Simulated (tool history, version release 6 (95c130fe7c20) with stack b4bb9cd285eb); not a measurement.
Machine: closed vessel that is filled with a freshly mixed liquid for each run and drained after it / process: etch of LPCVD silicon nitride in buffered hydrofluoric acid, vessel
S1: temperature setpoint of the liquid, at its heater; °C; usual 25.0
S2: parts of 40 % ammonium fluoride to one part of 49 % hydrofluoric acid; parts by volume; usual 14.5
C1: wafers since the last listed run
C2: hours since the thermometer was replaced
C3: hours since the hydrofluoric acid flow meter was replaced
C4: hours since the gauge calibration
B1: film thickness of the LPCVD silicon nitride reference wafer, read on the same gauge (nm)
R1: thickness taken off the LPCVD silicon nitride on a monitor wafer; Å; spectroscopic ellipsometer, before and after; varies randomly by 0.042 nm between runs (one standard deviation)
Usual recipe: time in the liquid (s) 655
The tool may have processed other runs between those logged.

Run 1, hour 0.0: usual settings; C1 0; C2 2669.9; C3 16.5; C4 926.3; B1 39.97. Result: R1 68.4 Å.
Run 2, hour 12.5: usual settings but S1 28.5 °C; C1 867; C2 2682.4; C3 29.0; C4 938.8; B1 40.03. Result: R1 81.8 Å.
Run 3, hour 26.5: usual settings but S1 28.5 °C; C1 971; C2 2696.4; C3 43.0; C4 952.8; B1 40.00. Result: R1 82.8 Å.
Run 4, hour 42.0: usual settings; C1 1075; C2 2711.9; C3 58.5; C4 968.3; B1 40.00. Result: R1 68.4 Å.
Run 5, hour 59.4: usual settings; C1 1207; C2 2729.3; C3 75.9; C4 985.7; B1 40.00. Result: R1 68.3 Å.
Run 6, hour 74.6: usual settings but S1 21.5 °C, S2 11.0 parts by volume; C1 1054; C2 2744.5; C3 91.1; C4 1000.9; B1 39.95. Result: R1 74.1 Å.
Run 7, hour 108.2: usual settings; C1 2332; C2 2778.1; C3 124.7; C4 1034.5; B1 39.99. Result: R1 68.1 Å.
Run 8, hour 124.4: usual settings; C1 1124; C2 2794.3; C3 140.9; C4 1050.7; B1 39.97. Result: R1 68.7 Å.
At hour 140.6: gauge calibrated.
Run 9, hour 152.3: usual settings; C1 1936; C2 2822.2; C3 168.8; C4 11.7; B1 40.01. Result: R1 68.1 Å.
Run 10, hour 182.0: usual settings; C1 2061; C2 2851.9; C3 198.5; C4 41.4; B1 40.00. Result: R1 68.3 Å.
Run 11, hour 201.2: usual settings; C1 1332; C2 2871.1; C3 217.7; C4 60.6; B1 40.05. Result: R1 68.5 Å.
Run 12, hour 235.1: usual settings but S1 28.0 °C, S2 13.0 parts by volume; C1 2352; C2 2905.0; C3 251.6; C4 94.5; B1 39.98. Result: R1 91.0 Å.
Run 13, hour 284.8: usual settings but S1 28.5 °C, S2 9.0 parts by volume, time in the liquid (s) 1010; C1 3449; C2 2954.7; C3 301.3; C4 144.2; B1 39.94. Result: R1 196.1 Å.
Run 14, hour 311.8: usual settings but S1 21.0 °C; C1 1873; C2 2981.7; C3 328.3; C4 171.2; B1 39.98. Result: R1 55.0 Å.
Run 15, hour 338.3: usual settings; C1 1839; C2 3008.2; C3 354.8; C4 197.7; B1 40.00. Result: R1 68.9 Å.
Run 16, hour 367.5: usual settings but time in the liquid (s) 970; C1 2026; C2 3037.4; C3 384.0; C4 226.9; B1 39.99. Result: R1 101.2 Å.
Run 17, hour 397.7: usual settings but S1 20.0 °C; C1 2096; C2 3067.6; C3 414.2; C4 257.1; B1 40.02. Result: R1 52.1 Å.
Run 18, hour 418.6: usual settings but S1 29.5 °C, S2 8.5 parts by volume, time in the liquid (s) 1030; C1 1450; C2 3088.5; C3 435.1; C4 278.0; B1 39.98. Result: R1 224.3 Å.
Run 19, hour 435.7: usual settings but S2 17.0 parts by volume, time in the liquid (s) 845; C1 1186; C2 3105.6; C3 452.2; C4 295.1; B1 39.99. Result: R1 75.7 Å.
Run 20, hour 452.2: usual settings; C1 1145; C2 3122.1; C3 468.7; C4 311.6; B1 40.03. Result: R1 68.9 Å.
Run 21, hour 471.8: usual settings but S2 10.0 parts by volume, time in the liquid (s) 940; C1 1360; C2 3141.7; C3 488.3; C4 331.2; B1 40.07. Result: R1 142.8 Å.
Run 22, hour 497.0: usual settings but S1 21.0 °C; C1 1749; C2 3166.9; C3 513.5; C4 356.4; B1 40.02. Result: R1 55.6 Å.
At hour 511.0: thermometer replaced.
Run 23, hour 526.3: usual settings but S2 16.5 parts by volume; C1 1964; C2 15.3; C3 542.8; C4 385.7; B1 40.01. Result: R1 61.2 Å.
Run 24, hour 549.0: usual settings but S1 29.5 °C, S2 18.5 parts by volume, time in the liquid (s) 430; C1 1575; C2 38.0; C3 565.5; C4 408.4; B1 40.00. Result: R1 45.3 Å.
At hour 556.0: hydrofluoric acid flow meter replaced.
Run 25, hour 569.5: usual settings; C1 1353; C2 58.5; C3 13.5; C4 428.9; B1 40.04. Result: R1 68.6 Å.
Run 26, hour 592.5: usual settings but S1 27.5 °C, S2 10.5 parts by volume; C1 1596; C2 81.5; C3 36.5; C4 451.9; B1 40.01. Result: R1 108.2 Å.
Run 27, hour 642.3: usual settings but S2 19.0 parts by volume; C1 3456; C2 131.3; C3 86.3; C4 501.7; B1 40.00. Result: R1 52.7 Å.
Run 28, hour 694.1: usual settings but S1 22.5 °C, S2 11.0 parts by volume; C1 3595; C2 183.1; C3 138.1; C4 553.5; B1 39.99. Result: R1 78.1 Å.
Run 29, hour 711.0: usual settings but S2 9.5 parts by volume, time in the liquid (s) 300; C1 1172; C2 200.0; C3 155.0; C4 570.4; B1 40.06. Result: R1 47.3 Å.
Run 30, hour 727.5: usual settings; C1 1145; C2 216.5; C3 171.5; C4 586.9; B1 39.95. Result: R1 67.8 Å.
Run 31, hour 749.7: usual settings but S1 20.0 °C, S2 11.0 parts by volume, time in the liquid (s) 290; C1 1540; C2 238.7; C3 193.7; C4 609.1; B1 40.01. Result: R1 30.5 Å.
Run 32, hour 771.6: usual settings; C1 1520; C2 260.6; C3 215.6; C4 631.0; B1 39.96. Result: R1 68.1 Å.
Run 33, hour 790.2: usual settings but S1 23.5 °C, time in the liquid (s) 515; C1 1290; C2 279.2; C3 234.2; C4 649.6; B1 39.98. Result: R1 50.5 Å.

What differs in the tool's unlogged condition from the final listed run ahead of each entry between runs to the first listed run following it?
After run 8, before run 9: gauge calibrated (hour 140.6)
  the hidden state is the same at both runs
After run 22, before run 23: thermometer replaced (hour 511.0)
  the hidden state is the same at both runs
After run 24, before run 25: hydrofluoric acid flow meter replaced (hour 556.0)
  the hidden state is the same at both runs

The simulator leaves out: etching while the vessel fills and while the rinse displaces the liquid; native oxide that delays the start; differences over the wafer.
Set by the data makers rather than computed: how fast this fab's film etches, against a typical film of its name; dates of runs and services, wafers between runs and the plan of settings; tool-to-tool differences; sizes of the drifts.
